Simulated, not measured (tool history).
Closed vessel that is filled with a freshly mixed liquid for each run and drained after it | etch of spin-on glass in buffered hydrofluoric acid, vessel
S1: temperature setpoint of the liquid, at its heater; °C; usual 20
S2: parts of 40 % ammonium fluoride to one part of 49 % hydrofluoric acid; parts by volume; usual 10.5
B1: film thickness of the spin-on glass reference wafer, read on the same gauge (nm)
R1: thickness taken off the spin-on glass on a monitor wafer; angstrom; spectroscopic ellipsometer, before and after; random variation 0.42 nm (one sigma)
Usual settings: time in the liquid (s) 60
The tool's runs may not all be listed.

Run 1, day 0: usual settings; B1 139.97. Result: R1 1223 angstrom.
Run 2, day 2.575: usual settings; B1 139.99. Result: R1 1223.7 angstrom.
Run 3, day 3.612: usual settings; B1 140. Result: R1 1229.9 angstrom.
Run 4, day 5.762: usual settings; B1 140.02. Result: R1 1229.6 angstrom.
Run 5, day 7.642: usual settings but S2 11.5 parts by volume; B1 139.97. Result: R1 1119.4 angstrom.
Run 6, day 8.958: usual settings but time in the liquid (s) 85; B1 139.96. Result: R1 1735.6 angstrom.
Run 7, day 10.608: usual settings but time in the liquid (s) 85; B1 139.97. Result: R1 1718.6 angstrom.
Run 8, day 11.729: usual settings but time in the liquid (s) 85; B1 140.02. Result: R1 1719.2 angstrom.
Run 9, day 14.029: usual settings but S2 7.5 parts by volume, time in the liquid (s) 40; B1 139.99. Result: R1 1105.2 angstrom.
Run 10, day 15.304: usual settings; B1 140.01. Result: R1 1223.1 angstrom.
Run 11, day 17.129: usual settings but S1 18 °C, time in the liquid (s) 30; B1 139.95. Result: R1 541.9 angstrom.
Run 12, day 19.75: usual settings; B1 140.02. Result: R1 1208.9 angstrom.
Run 13, day 21.638: usual settings; B1 139.96. Result: R1 1202.1 angstrom.
Run 14, day 24.425: usual settings but S1 17 °C; B1 140. Result: R1 1022 angstrom.
At day 25.596: gauge calibrated.
Run 15, day 27.421: usual settings but S1 17 °C, time in the liquid (s) 75; B1 140.02. Result: R1 1270.7 angstrom.
At day 28.342: thermometer replaced.
Run 16, day 29.846: usual settings but S1 24.5 °C, S2 13.5 parts by volume, time in the liquid (s) 75; B1 139.99. Result: R1 1516.3 angstrom.
At day 30.238: hydrofluoric acid flow meter replaced.
Run 17, day 31.558: usual settings but S1 17.5 °C, S2 9.5 parts by volume, time in the liquid (s) 90; B1 140. Result: R1 1779.3 angstrom.
Run 18, day 34.758: usual settings but time in the liquid (s) 95; B1 139.99. Result: R1 1988.7 angstrom.
Run 19, day 36.667: usual settings but S1 24 °C, S2 8 parts by volume, time in the liquid (s) 40; B1 140.02. Result: R1 1321.9 angstrom.
Run 20, day 38.208: usual settings but S1 18.5 °C; B1 140.01. Result: R1 1147 angstrom.

5 ways to go on from here, each from the tool as it stands after run 20. What would each give?
Run A, day 38.238: usual settings; B1 ?. Result: R1 ?.
Run B, day 38.238: usual settings but S1 18 °C, S2 7 parts by volume, time in the liquid (s) 90; B1 ?. Result: R1 ?.
Run C, day 38.238: usual settings but S1 17 °C, S2 9.5 parts by volume, time in the liquid (s) 30; B1 ?. Result: R1 ?.
Run D, day 38.238: usual settings but S2 8.5 parts by volume; B1 ?. Result: R1 ?.
Run E, day 38.238: usual settings but S1 17 °C, time in the liquid (s) 35; B1 ?. Result: R1 ?.

run      B1      R1
  A  140.02  1245.2
  B  140.02  2453.8
  C  140.02   570.4
  D  140.02  1483.9
  E  140.02     613
Without the tool's hidden state the same runs would have given:
run      R1
  A  1252.7
  B    2470
  C   572.6
  D  1493.7
  E   616.7
